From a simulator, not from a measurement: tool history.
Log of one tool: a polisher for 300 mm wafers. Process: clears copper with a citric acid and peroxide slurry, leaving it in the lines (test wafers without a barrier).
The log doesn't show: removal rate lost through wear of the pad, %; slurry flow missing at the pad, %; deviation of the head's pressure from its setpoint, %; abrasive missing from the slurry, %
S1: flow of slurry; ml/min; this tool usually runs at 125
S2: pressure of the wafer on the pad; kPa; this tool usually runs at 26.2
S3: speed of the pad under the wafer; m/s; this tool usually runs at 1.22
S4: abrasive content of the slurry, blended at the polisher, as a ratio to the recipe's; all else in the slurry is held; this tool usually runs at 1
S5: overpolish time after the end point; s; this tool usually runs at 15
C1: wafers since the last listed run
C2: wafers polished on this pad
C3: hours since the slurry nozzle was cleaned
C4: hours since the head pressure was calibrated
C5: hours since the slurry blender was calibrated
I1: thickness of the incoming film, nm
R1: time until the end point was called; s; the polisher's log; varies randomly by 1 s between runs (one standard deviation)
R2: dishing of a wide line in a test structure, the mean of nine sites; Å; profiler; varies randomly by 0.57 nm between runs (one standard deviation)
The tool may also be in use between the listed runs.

run 1 hour=0 | S1=125 S2=26.2 S3=1.22 S4=1 S5=15 | C1=0 C2=638 C3=17.2 C4=264.7 C5=222.4 | I1=324 | R1=86 R2=287
-- hour=25.1 slurry blender recalibrated
run 2 hour=48.7 | S1=125 S2=26.2 S3=1.22 S4=1 S5=15 | C1=488 C2=1127 C3=65.9 C4=313.4 C5=23.6 | I1=330.9 | R1=90.5 R2=289
run 3 hour=71.4 | S1=125 S2=26.2 S3=1.22 S4=1 S5=15 | C1=237 C2=1364 C3=88.6 C4=336.1 C5=46.3 | I1=329.6 | R1=89.4 R2=282
-- hour=80.9 worn pad replaced by a new one
run 4 hour=96.4 | S1=125 S2=31.7 S3=1.22 S4=1 S5=15 | C1=219 C2=162 C3=113.6 C4=361.1 C5=71.3 | I1=330.1 | R1=74 R2=318
run 5 hour=128.8 | S1=125 S2=31.7 S3=1.22 S4=1 S5=15 | C1=338 C2=501 C3=146 C4=393.5 C5=103.7 | I1=330.9 | R1=72.5 R2=336
run 6 hour=148.3 | S1=125 S2=26.2 S3=1.22 S4=1 S5=15 | C1=204 C2=705 C3=165.5 C4=413 C5=123.2 | I1=324.4 | R1=88.4 R2=288
run 7 hour=180 | S1=125 S2=26.2 S3=1.22 S4=1 S5=15 | C1=331 C2=1036 C3=197.2 C4=444.7 C5=154.9 | I1=333 | R1=90.4 R2=291
run 8 hour=201.6 | S1=125 S2=26.2 S3=1.22 S4=1 S5=15 | C1=225 C2=1262 C3=218.8 C4=466.3 C5=176.5 | I1=329.1 | R1=89 R2=287
run 9 hour=216.8 | S1=125 S2=26.2 S3=1.22 S4=1 S5=15 | C1=159 C2=1421 C3=234 C4=481.5 C5=191.7 | I1=333.5 | R1=90.7 R2=288
run 10 hour=228.9 | S1=125 S2=22.1 S3=1 S4=1 S5=15 | C1=126 C2=1548 C3=246.1 C4=493.6 C5=203.8 | I1=328.5 | R1=120 R2=237
-- hour=242.3 slurry blender recalibrated
-- hour=242.5 worn pad replaced by a new one
run 11 hour=258.6 | S1=125 S2=22.1 S3=1 S4=1 S5=15 | C1=287 C2=168 C3=275.8 C4=523.3 C5=16.3 | I1=334.9 | R1=120.4 R2=240
run 12 hour=339 | S1=125 S2=26.2 S3=1.22 S4=1 S5=15 | C1=841 C2=1009 C3=356.2 C4=603.7 C5=96.7 | I1=332.6 | R1=88 R2=287
run 13 hour=368.1 | S1=125 S2=26.2 S3=1.22 S4=1 S5=15 | C1=304 C2=1313 C3=385.3 C4=632.8 C5=125.8 | I1=329.1 | R1=88.7 R2=290
-- hour=374 slurry nozzle cleaned
run 14 hour=383.2 | S1=125 S2=26.2 S3=1.22 S4=1 S5=15 | C1=147 C2=1461 C3=9.2 C4=647.9 C5=140.9 | I1=325.3 | R1=88.4 R2=290
-- hour=414.6 worn pad replaced by a new one
run 15 hour=417.4 | S1=125 S2=26.2 S3=1.22 S4=1 S5=15 | C1=315 C2=29 C3=43.4 C4=682.1 C5=175.1 | I1=332.5 | R1=89.4 R2=293
-- hour=436.4 head pressure recalibrated
-- hour=453 slurry blender recalibrated
run 16 hour=453.5 | S1=125 S2=18.6 S3=1.22 S4=1 S5=18 | C1=335 C2=365 C3=79.5 C4=17.1 C5=0.5 | I1=329.3 | R1=122.8 R2=262
run 17 hour=467.1 | S1=125 S2=26.2 S3=1.22 S4=1 S5=11 | C1=142 C2=507 C3=93.1 C4=30.7 C5=14.1 | I1=328.4 | R1=88.4 R2=234
run 18 hour=492.2 | S1=170 S2=32.4 S3=1.22 S4=1.25 S5=22 | C1=262 C2=770 C3=118.2 C4=55.8 C5=39.2 | I1=326.9 | R1=63.7 R2=380
run 19 hour=516.2 | S1=165 S2=26.2 S3=1.22 S4=1 S5=15 | C1=251 C2=1021 C3=142.2 C4=79.8 C5=63.2 | I1=334.4 | R1=84.4 R2=305
run 20 hour=547.7 | S1=160 S2=26.2 S3=1.4 S4=1.3 S5=15 | C1=329 C2=1350 C3=173.7 C4=111.3 C5=94.7 | I1=329.9 | R1=72.4 R2=332
-- hour=586.2 worn pad replaced by a new one
run 21 hour=637.7 | S1=125 S2=26.2 S3=1.34 S4=1.1 S5=15 | C1=899 C2=539 C3=263.7 C4=201.3 C5=184.7 | I1=329.4 | R1=80.9 R2=311
run 22 hour=663.1 | S1=125 S2=22.1 S3=1 S4=1 S5=15 | C1=265 C2=805 C3=289.1 C4=226.7 C5=210.1 | I1=327.5 | R1=120.4 R2=239
run 23 hour=682.9 | S1=125 S2=26.2 S3=1.22 S4=1 S5=15 | C1=207 C2=1012 C3=308.9 C4=246.5 C5=229.9 | I1=329.2 | R1=88.3 R2=292
-- hour=697 slurry blender recalibrated
run 24 hour=711.2 | S1=125 S2=20.7 S3=1.62 S4=1.25 S5=15 | C1=275 C2=1287 C3=337.2 C4=274.8 C5=14.2 | I1=332.4 | R1=84.5 R2=296
run 25 hour=743.3 | S1=125 S2=26.2 S3=1.22 S4=1 S5=15 | C1=335 C2=1623 C3=369.3 C4=306.9 C5=46.3 | I1=331 | R1=88.6 R2=296
-- hour=747.7 worn pad replaced by a new one
run 26 hour=774.9 | S1=145 S2=26.2 S3=1.22 S4=0.75 S5=15 | C1=288 C2=284 C3=400.9 C4=338.5 C5=77.9 | I1=333.2 | R1=99.2 R2=273

The tool's hidden state at each run:
removal rate lost through wear of the pad, %: 0 on each run
slurry flow missing at the pad, %: 0 on each run
deviation of the head's pressure from its setpoint, %: 0 on each run
abrasive missing from the slurry, %: 0 on each run
